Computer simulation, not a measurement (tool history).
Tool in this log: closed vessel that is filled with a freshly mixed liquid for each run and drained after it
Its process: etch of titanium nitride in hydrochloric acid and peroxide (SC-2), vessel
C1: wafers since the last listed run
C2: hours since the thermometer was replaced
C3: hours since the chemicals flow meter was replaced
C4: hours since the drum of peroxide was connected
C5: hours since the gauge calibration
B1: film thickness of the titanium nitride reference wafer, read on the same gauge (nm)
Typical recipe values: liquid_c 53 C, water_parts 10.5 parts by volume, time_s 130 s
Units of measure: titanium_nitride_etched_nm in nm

run 1 day=0 | liquid_c=53 water_parts=11.5 time_s=130 | C1=0 C2=1015.8 C3=449.7 C4=115 C5=315.7 | B1=139.99 | titanium_nitride_etched_nm=5.64
run 2 day=1.196 | liquid_c=53 water_parts=10.5 time_s=105 | C1=3873 C2=1044.5 C3=478.4 C4=143.7 C5=344.4 | B1=140 | titanium_nitride_etched_nm=4.89
run 3 day=1.983 | liquid_c=53 water_parts=10.5 time_s=130 | C1=2550 C2=1063.4 C3=497.3 C4=162.6 C5=363.3 | B1=140 | titanium_nitride_etched_nm=6.05
run 4 day=2.525 | liquid_c=53 water_parts=10.5 time_s=130 | C1=1754 C2=1076.4 C3=510.3 C4=175.6 C5=376.3 | B1=139.99 | titanium_nitride_etched_nm=6.02
run 5 day=3.767 | liquid_c=53 water_parts=10.5 time_s=130 | C1=4022 C2=1106.2 C3=540.1 C4=205.4 C5=406.1 | B1=139.98 | titanium_nitride_etched_nm=6.15
run 6 day=4.617 | liquid_c=53 water_parts=10.5 time_s=130 | C1=2753 C2=1126.6 C3=560.5 C4=225.8 C5=426.5 | B1=139.98 | titanium_nitride_etched_nm=6.09
run 7 day=5.317 | liquid_c=53 water_parts=10.5 time_s=130 | C1=2267 C2=1143.4 C3=577.3 C4=242.6 C5=443.3 | B1=140.01 | titanium_nitride_etched_nm=6.06
run 8 day=6.554 | liquid_c=53 water_parts=10.5 time_s=130 | C1=4008 C2=1173.1 C3=607 C4=272.3 C5=473 | B1=139.97 | titanium_nitride_etched_nm=6.14
run 9 day=7.271 | liquid_c=53 water_parts=10.5 time_s=130 | C1=2321 C2=1190.3 C3=624.2 C4=289.5 C5=490.2 | B1=140.03 | titanium_nitride_etched_nm=6.12
run 10 day=7.9 | liquid_c=53 water_parts=10.5 time_s=170 | C1=2038 C2=1205.4 C3=639.3 C4=304.6 C5=505.3 | B1=140.02 | titanium_nitride_etched_nm=8.05
run 11 day=9.1 | liquid_c=53 water_parts=10.5 time_s=170 | C1=3887 C2=1234.2 C3=668.1 C4=333.4 C5=534.1 | B1=140 | titanium_nitride_etched_nm=8.15
-- day=9.825 chemicals flow meter replaced
run 12 day=10.429 | liquid_c=53 water_parts=10.5 time_s=170 | C1=4170 C2=1266.1 C3=14.5 C4=365.3 C5=566 | B1=140.01 | titanium_nitride_etched_nm=7.4
-- day=10.496 new drum of peroxide connected
-- day=12.783 thermometer replaced
run 13 day=14.108 | liquid_c=53 water_parts=10.5 time_s=130 | C1=11648 C2=31.8 C3=102.8 C4=86.7 C5=654.3 | B1=140.02 | titanium_nitride_etched_nm=5.69
run 14 day=14.933 | liquid_c=53 water_parts=10.5 time_s=130 | C1=2672 C2=51.6 C3=122.6 C4=106.5 C5=674.1 | B1=139.99 | titanium_nitride_etched_nm=5.69
run 15 day=15.767 | liquid_c=53 water_parts=10.5 time_s=130 | C1=2699 C2=71.6 C3=142.6 C4=126.5 C5=694.1 | B1=139.99 | titanium_nitride_etched_nm=5.76
run 16 day=16.642 | liquid_c=45 water_parts=15.5 time_s=55 | C1=2834 C2=92.6 C3=163.6 C4=147.5 C5=715.1 | B1=140.03 | titanium_nitride_etched_nm=1.02
run 17 day=17.146 | liquid_c=47.5 water_parts=10.5 time_s=60 | C1=1633 C2=104.7 C3=175.7 C4=159.6 C5=727.2 | B1=140.01 | titanium_nitride_etched_nm=1.85
run 18 day=18.208 | liquid_c=53 water_parts=8 time_s=130 | C1=3441 C2=130.2 C3=201.2 C4=185.1 C5=752.7 | B1=140.01 | titanium_nitride_etched_nm=7.2
-- day=18.683 gauge calibrated
run 19 day=18.896 | liquid_c=55.5 water_parts=5.5 time_s=105 | C1=2227 C2=146.7 C3=217.7 C4=201.6 C5=5.1 | B1=140.01 | titanium_nitride_etched_nm=9.06
run 20 day=20.188 | liquid_c=57.5 water_parts=10.5 time_s=190 | C1=4184 C2=177.7 C3=248.7 C4=232.6 C5=36.1 | B1=140.02 | titanium_nitride_etched_nm=11.42
run 21 day=21.567 | liquid_c=53 water_parts=14.5 time_s=130 | C1=4467 C2=210.8 C3=281.8 C4=265.7 C5=69.2 | B1=140.01 | titanium_nitride_etched_nm=4.4
run 22 day=22.579 | liquid_c=48.5 water_parts=8.5 time_s=185 | C1=3279 C2=235.1 C3=306.1 C4=290 C5=93.5 | B1=139.98 | titanium_nitride_etched_nm=7.35
run 23 day=23.242 | liquid_c=53 water_parts=10.5 time_s=130 | C1=2146 C2=251 C3=322 C4=305.9 C5=109.4 | B1=139.99 | titanium_nitride_etched_nm=5.94
run 24 day=24.646 | liquid_c=53 water_parts=10.5 time_s=170 | C1=4548 C2=284.7 C3=355.7 C4=339.6 C5=143.1 | B1=139.98 | titanium_nitride_etched_nm=7.84
run 25 day=25.25 | liquid_c=53 water_parts=10.5 time_s=130 | C1=1957 C2=299.2 C3=370.2 C4=354.1 C5=157.6 | B1=140.01 | titanium_nitride_etched_nm=5.98
run 26 day=26.25 | liquid_c=53 water_parts=10.5 time_s=75 | C1=3239 C2=323.2 C3=394.2 C4=378.1 C5=181.6 | B1=140 | titanium_nitride_etched_nm=3.43
run 27 day=27.171 | liquid_c=53 water_parts=10.5 time_s=200 | C1=2982 C2=345.3 C3=416.3 C4=400.2 C5=203.7 | B1=139.98 | titanium_nitride_etched_nm=9.23
-- day=28.512 new drum of peroxide connected
run 28 day=28.633 | liquid_c=53 water_parts=10.5 time_s=70 | C1=4602 C2=380.4 C3=451.4 C4=2.9 C5=238.8 | B1=139.99 | titanium_nitride_etched_nm=3.27

5 ways to go on from here, each from the tool as it stands after run 28. What would each give?
run A day=28.662 | liquid_c=58.5 water_parts=10.5 time_s=130 | C1=94 C2=381.1 C3=452.1 C4=3.6 C5=239.5 | B1=? | titanium_nitride_etched_nm=?
run B day=28.662 | liquid_c=49.5 water_parts=7 time_s=150 | C1=94 C2=381.1 C3=452.1 C4=3.6 C5=239.5 | B1=? | titanium_nitride_etched_nm=?
run C day=28.662 | liquid_c=63 water_parts=12.5 time_s=190 | C1=94 C2=381.1 C3=452.1 C4=3.6 C5=239.5 | B1=? | titanium_nitride_etched_nm=?
run D day=28.662 | liquid_c=53 water_parts=13.5 time_s=130 | C1=94 C2=381.1 C3=452.1 C4=3.6 C5=239.5 | B1=? | titanium_nitride_etched_nm=?
run E day=28.662 | liquid_c=53 water_parts=7.5 time_s=130 | C1=94 C2=381.1 C3=452.1 C4=3.6 C5=239.5 | B1=? | titanium_nitride_etched_nm=?

run=A B1=140.01 titanium_nitride_etched_nm=8.53
run=B B1=140.01 titanium_nitride_etched_nm=7.57
run=C B1=140.01 titanium_nitride_etched_nm=14.26
run=D B1=140.01 titanium_nitride_etched_nm=4.84
run=E B1=140.01 titanium_nitride_etched_nm=7.84
Take away the tool's hidden state, keep each run's random variation, and the runs would have read:
run=A titanium_nitride_etched_nm=7.92
run=B titanium_nitride_etched_nm=7.07
run=C titanium_nitride_etched_nm=13.22
run=D titanium_nitride_etched_nm=4.48
run=E titanium_nitride_etched_nm=7.31
